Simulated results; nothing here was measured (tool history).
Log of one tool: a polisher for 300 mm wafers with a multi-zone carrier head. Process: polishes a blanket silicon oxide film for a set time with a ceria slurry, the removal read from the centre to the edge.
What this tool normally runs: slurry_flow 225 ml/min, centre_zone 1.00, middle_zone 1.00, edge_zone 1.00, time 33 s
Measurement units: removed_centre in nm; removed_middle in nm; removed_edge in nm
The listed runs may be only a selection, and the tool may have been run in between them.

| run | hour | slurry_flow | centre_zone | middle_zone | edge_zone | time | wafers since the last listed run | wafers polished on this pad | hours since the slurry nozzle was cleaned | hours since the centre zone pressure was calibrated | hours since the edge zone pressure was calibrated | hours since the carrier head's membrane was replaced | incoming thickness of the incoming film, nm | removed_centre | removed_middle | removed_edge |
|---|---|---|---|---|---|---|---|---|---|---|---|---|---|---|---|---|
| 1 | 0.0 | 225 | 1.00 | 1.00 | 1.00 | 33 | 0 | 16 | 130.5 | 517.8 | 1373.5 | 568.0 | 1484.1 | 198.2 | 199.9 | 193.2 |
| 2 | 18.0 | 225 | 1.00 | 1.00 | 1.00 | 33 | 154 | 171 | 148.5 | 535.8 | 1391.5 | 586.0 | 1497.2 | 191.7 | 186.2 | 182.5 |
| 3 | 25.6 | 225 | 1.00 | 1.09 | 1.06 | 33 | 65 | 236 | 156.1 | 543.4 | 1399.1 | 593.6 | 1511.5 | 187.8 | 198.5 | 187.3 |
| 4 | 32.3 | 225 | 1.00 | 1.00 | 1.00 | 33 | 57 | 294 | 162.8 | 550.1 | 1405.8 | 600.3 | 1487.4 | 184.2 | 179.2 | 181.5 |
| 5 | 38.7 | 225 | 1.00 | 1.00 | 1.00 | 33 | 55 | 349 | 169.2 | 556.5 | 1412.2 | 606.7 | 1484.4 | 182.4 | 179.9 | 175.8 |
| 6 | 50.3 | 225 | 1.00 | 1.00 | 1.00 | 33 | 99 | 449 | 180.8 | 568.1 | 1423.8 | 618.3 | 1495.6 | 179.4 | 179.2 | 175.0 |
| 7 | 64.3 | 170 | 1.00 | 1.00 | 1.00 | 33 | 120 | 569 | 194.8 | 582.1 | 1437.8 | 632.3 | 1493.2 | 173.2 | 172.9 | 171.4 |
| 8 | 76.6 | 170 | 1.00 | 1.00 | 1.00 | 33 | 105 | 675 | 207.1 | 594.4 | 1450.1 | 644.6 | 1514.3 | 172.4 | 172.3 | 170.8 |
| 9 | 90.0 | 225 | 1.00 | 1.00 | 1.00 | 33 | 115 | 790 | 220.5 | 607.8 | 1463.5 | 658.0 | 1457.3 | 176.1 | 174.1 | 174.2 |
|  | 100.1 | centre zone pressure recalibrated |
|  | 104.7 | worn pad replaced by a new one |
| 10 | 105.2 | 225 | 1.00 | 0.92 | 1.00 | 33 | 79 | 3 | 235.7 | 5.1 | 1478.7 | 673.2 | 1484.7 | 197.5 | 186.6 | 192.7 |
| 11 | 111.9 | 225 | 1.00 | 1.00 | 0.91 | 24 | 57 | 61 | 242.4 | 11.8 | 1485.4 | 679.9 | 1488.8 | 143.4 | 140.9 | 129.6 |
| 12 | 128.6 | 225 | 1.00 | 1.08 | 1.00 | 33 | 143 | 205 | 259.1 | 28.5 | 1502.1 | 696.6 | 1489.8 | 190.0 | 194.0 | 182.4 |
| 13 | 145.6 | 225 | 0.91 | 0.90 | 1.08 | 33 | 146 | 351 | 276.1 | 45.5 | 1519.1 | 713.6 | 1512.6 | 165.9 | 164.9 | 181.2 |
| 14 | 157.4 | 225 | 1.00 | 1.00 | 1.08 | 33 | 101 | 452 | 287.9 | 57.3 | 1530.9 | 725.4 | 1507.5 | 179.4 | 179.7 | 181.1 |
| 15 | 173.7 | 280 | 1.00 | 1.00 | 0.92 | 33 | 140 | 593 | 304.2 | 73.6 | 1547.2 | 741.7 | 1485.3 | 185.2 | 179.0 | 173.6 |
|  | 179.2 | slurry nozzle cleaned |
| 16 | 189.5 | 300 | 1.00 | 1.06 | 1.00 | 33 | 127 | 720 | 10.3 | 89.4 | 1563.0 | 757.5 | 1466.8 | 185.4 | 187.2 | 176.2 |
|  | 191.6 | edge zone pressure recalibrated |
|  | 194.4 | worn pad replaced by a new one |
| 17 | 199.2 | 175 | 1.00 | 1.00 | 1.04 | 38 | 42 | 41 | 20.0 | 99.1 | 7.6 | 767.2 | 1512.4 | 229.3 | 228.5 | 228.9 |
|  | 207.8 | carrier head's membrane replaced by a new one |
| 18 | 237.8 | 225 | 1.00 | 1.00 | 1.00 | 33 | 289 | 330 | 58.6 | 137.7 | 46.2 | 30.0 | 1470.3 | 180.5 | 185.1 | 177.7 |
| 19 | 249.1 | 225 | 1.12 | 0.90 | 1.00 | 33 | 97 | 427 | 69.9 | 149.0 | 57.5 | 41.3 | 1492.7 | 199.8 | 166.7 | 178.1 |
| 20 | 261.0 | 225 | 1.00 | 1.00 | 1.06 | 33 | 102 | 530 | 81.8 | 160.9 | 69.4 | 53.2 | 1504.1 | 181.8 | 183.2 | 181.6 |
| 21 | 270.1 | 225 | 1.00 | 1.06 | 1.00 | 33 | 78 | 608 | 90.9 | 170.0 | 78.5 | 62.3 | 1471.0 | 184.8 | 187.6 | 180.4 |
|  | 287.6 | worn pad replaced by a new one |
| 22 | 313.1 | 225 | 1.00 | 1.00 | 1.00 | 33 | 335 | 219 | 133.9 | 213.0 | 121.5 | 105.3 | 1469.1 | 186.3 | 186.9 | 182.4 |
| 23 | 326.9 | 185 | 1.00 | 1.00 | 1.00 | 33 | 118 | 337 | 147.7 | 226.8 | 135.3 | 119.1 | 1508.0 | 185.7 | 177.2 | 181.1 |

Take each entry between the runs: how does the hidden state at the last listed run before it differ from the hidden state at the first listed run after it?
Run 9 -> run 10: centre zone pressure recalibrated (hour 100.1); worn pad replaced by a new one (hour 104.7)
  removal rate lost through wear of the pad, %: 13.9 -> 2.11
  difference, measured minus the result without the unlogged condition, removed_centre: -28.4 -> -4.3 nm; removed_middle: -28.1 -> -4.1 nm; removed_edge: -28.1 -> -4.2 nm
Run 15 -> run 16: slurry nozzle cleaned (hour 179.2)
  removal rate lost through wear of the pad, %: 13 -> 13.6
  difference, measured minus the result without the unlogged condition, removed_centre: -27.7 -> -29.2 nm; removed_middle: -26.8 -> -29.5 nm; removed_edge: -25.9 -> -27.8 nm
Run 16 -> run 17: edge zone pressure recalibrated (hour 191.6); worn pad replaced by a new one (hour 194.4)
  removal rate lost through wear of the pad, %: 13.6 -> 1.89
  difference, measured minus the result without the unlogged condition, removed_centre: -29.2 -> -4.4 nm; removed_middle: -29.5 -> -4.4 nm; removed_edge: -27.8 -> -4.4 nm
Run 17 -> run 18: carrier head's membrane replaced by a new one (hour 207.8)
  removal rate lost through wear of the pad, %: 1.89 -> 9.41
  difference, measured minus the result without the unlogged condition, removed_centre: -4.4 -> -18.7 nm; removed_middle: -4.4 -> -19.2 nm; removed_edge: -4.4 -> -18.5 nm
Run 21 -> run 22: worn pad replaced by a new one (hour 287.6)
  removal rate lost through wear of the pad, %: 11.5 -> 7.91
  difference, measured minus the result without the unlogged condition, removed_centre: -24.0 -> -16.0 nm; removed_middle: -24.4 -> -16.1 nm; removed_edge: -23.5 -> -15.6 nm
